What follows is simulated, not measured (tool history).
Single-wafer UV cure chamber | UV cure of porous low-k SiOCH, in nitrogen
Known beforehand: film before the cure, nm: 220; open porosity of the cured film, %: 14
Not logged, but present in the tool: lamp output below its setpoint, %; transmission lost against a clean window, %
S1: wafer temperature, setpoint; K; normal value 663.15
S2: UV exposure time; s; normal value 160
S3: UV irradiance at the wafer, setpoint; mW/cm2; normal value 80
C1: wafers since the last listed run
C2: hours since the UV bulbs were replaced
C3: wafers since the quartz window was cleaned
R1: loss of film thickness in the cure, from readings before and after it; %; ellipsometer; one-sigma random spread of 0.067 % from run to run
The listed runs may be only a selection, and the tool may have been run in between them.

run 1 hour=0 | S1=663.15 S2=160 S3=80 | C1=0 C2=1165.8 C3=6766 | R1=7.764
run 2 hour=96.4 | S1=663.15 S2=160 S3=80 | C1=1611 C2=1262.2 C3=8377 | R1=7.734
run 3 hour=156.5 | S1=663.15 S2=160 S3=80 | C1=1004 C2=1322.3 C3=9382 | R1=7.863
-- hour=181.7 UV bulbs replaced
run 4 hour=218.2 | S1=663.15 S2=160 S3=80 | C1=897 C2=36.5 C3=10280 | R1=7.814
run 5 hour=268.9 | S1=663.15 S2=160 S3=80 | C1=847 C2=87.2 C3=11127 | R1=7.77
-- hour=303.1 quartz window cleaned
run 6 hour=354.8 | S1=663.15 S2=160 S3=80 | C1=1302 C2=173.1 C3=864 | R1=7.939
run 7 hour=459.4 | S1=663.15 S2=160 S3=80 | C1=1748 C2=277.7 C3=2612 | R1=7.827
run 8 hour=528.3 | S1=674.15 S2=160 S3=69 | C1=1151 C2=346.6 C3=3764 | R1=7.431
run 9 hour=601.9 | S1=663.15 S2=160 S3=80 | C1=1230 C2=420.2 C3=4994 | R1=7.864
run 10 hour=685.4 | S1=663.15 S2=160 S3=80 | C1=1395 C2=503.7 C3=6390 | R1=7.727
run 11 hour=721.5 | S1=663.15 S2=160 S3=80 | C1=603 C2=539.8 C3=6994 | R1=7.719
run 12 hour=815.6 | S1=663.15 S2=160 S3=80 | C1=1573 C2=633.9 C3=8567 | R1=7.804
run 13 hour=861.9 | S1=663.15 S2=160 S3=80 | C1=774 C2=680.2 C3=9341 | R1=7.796
-- hour=899 quartz window cleaned
run 14 hour=928.2 | S1=663.15 S2=160 S3=80 | C1=974 C2=746.5 C3=487 | R1=7.935
run 15 hour=978.7 | S1=663.15 S2=160 S3=80 | C1=844 C2=797 C3=1331 | R1=7.914
run 16 hour=1021 | S1=663.15 S2=160 S3=80 | C1=707 C2=839.3 C3=2038 | R1=8.011
run 17 hour=1114.8 | S1=663.15 S2=160 S3=80 | C1=1568 C2=933.1 C3=3606 | R1=7.796
run 18 hour=1199.2 | S1=663.15 S2=160 S3=80 | C1=1410 C2=1017.5 C3=5017 | R1=7.782
run 19 hour=1296.3 | S1=663.15 S2=160 S3=80 | C1=1623 C2=1114.6 C3=6640 | R1=7.775
run 20 hour=1377.8 | S1=663.15 S2=160 S3=80 | C1=1362 C2=1196.1 C3=8003 | R1=7.904
run 21 hour=1454.3 | S1=663.15 S2=160 S3=80 | C1=1278 C2=1272.6 C3=9282 | R1=7.802
-- hour=1506.3 UV bulbs replaced
run 22 hour=1547.9 | S1=663.15 S2=160 S3=66 | C1=1430 C2=41.6 C3=10713 | R1=7.096
-- hour=1579 quartz window cleaned
run 23 hour=1648.5 | S1=663.15 S2=110 S3=80 | C1=1548 C2=142.2 C3=1161 | R1=6.553
run 24 hour=1698.9 | S1=663.15 S2=160 S3=80 | C1=842 C2=192.6 C3=2003 | R1=8.001
run 25 hour=1761 | S1=663.15 S2=160 S3=80 | C1=1038 C2=254.7 C3=3041 | R1=7.821
run 26 hour=1844.2 | S1=676.15 S2=135 S3=57 | C1=1390 C2=337.9 C3=4432 | R1=6.173
run 27 hour=1951.3 | S1=663.15 S2=160 S3=80 | C1=1790 C2=445 C3=6223 | R1=7.881
run 28 hour=2049.8 | S1=663.15 S2=220 S3=67 | C1=1646 C2=543.5 C3=7869 | R1=8.369
run 29 hour=2099.3 | S1=663.15 S2=160 S3=80 | C1=827 C2=593 C3=8697 | R1=7.731
run 30 hour=2178.4 | S1=663.15 S2=160 S3=80 | C1=1322 C2=672.1 C3=10019 | R1=7.821
run 31 hour=2232 | S1=663.15 S2=160 S3=80 | C1=896 C2=725.7 C3=10915 | R1=7.825
run 32 hour=2277.4 | S1=673.15 S2=160 S3=80 | C1=758 C2=771.1 C3=11674 | R1=7.927
-- hour=2360.4 quartz window cleaned
run 33 hour=2371.9 | S1=670.15 S2=160 S3=100 | C1=1446 C2=865.6 C3=191 | R1=8.976
run 34 hour=2473.2 | S1=663.15 S2=160 S3=80 | C1=1693 C2=966.9 C3=1885 | R1=7.956
run 35 hour=2576.1 | S1=663.15 S2=160 S3=80 | C1=1720 C2=1069.8 C3=3605 | R1=7.855
run 36 hour=2655.8 | S1=663.15 S2=160 S3=100 | C1=1332 C2=1149.5 C3=4937 | R1=8.661
run 37 hour=2707.7 | S1=663.15 S2=160 S3=54 | C1=867 C2=1201.4 C3=5805 | R1=6.354
run 38 hour=2757.7 | S1=657.15 S2=80 S3=80 | C1=835 C2=1251.4 C3=6641 | R1=5.218
run 39 hour=2808.9 | S1=663.15 S2=160 S3=80 | C1=855 C2=1302.6 C3=7497 | R1=7.617
run 40 hour=2903.7 | S1=663.15 S2=235 S3=80 | C1=1584 C2=1397.4 C3=9081 | R1=9.147
-- hour=2928.2 UV bulbs replaced
-- hour=2968.1 quartz window cleaned
run 41 hour=2968.6 | S1=674.15 S2=195 S3=80 | C1=817 C2=40.4 C3=7 | R1=9.022

Run 42, settings as shown, results not yet in. Your forecast:
run 42 hour=3056 | S1=663.15 S2=220 S3=54 | C1=1461 C2=127.8 C3=1469 | R1=?

{"run 42": {"R1": 7.587}}
On a tool with no hidden condition, and with the same random variation, this run would have come out at R1 7.68 %.
